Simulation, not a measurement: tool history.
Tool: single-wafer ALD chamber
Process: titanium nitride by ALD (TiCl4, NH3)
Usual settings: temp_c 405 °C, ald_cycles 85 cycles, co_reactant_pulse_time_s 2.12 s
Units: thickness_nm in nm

run	day	temp_c	ald_cycles	co_reactant_pulse_time_s	read-back reference wafer on the same gauge, thickness_nm	thickness_nm
1	0.000	401	85	2.12	1.922	1.719
2	2.462	401	85	2.12	1.924	1.723
3	6.908	401	85	2.12	1.918	1.723
4	8.596	405	73	2.59	1.918	1.489
5	12.283	405	73	2.59	1.915	1.486
6	14.183	405	73	2.59	1.912	1.480
7	15.975	405	85	2.12	1.910	1.720
8	18.088	405	85	2.12	1.908	1.715
9	20.262	405	85	2.12	1.905	1.702
10	23.075	405	85	2.12	1.905	1.705

Forecast run 11:
# day 32.442: thermocouple changed; heater temperature recalibrated
# day 32.596: showerhead replaced
# day 34.612: gauge calibrated
11	36.550	405	85	1.64	?	?

Run 11 gave read-back reference wafer on the same gauge, thickness_nm 1.940, thickness_nm 1.709 nm.
Without the tool's hidden state the same run would have given thickness_nm 1.709 nm.
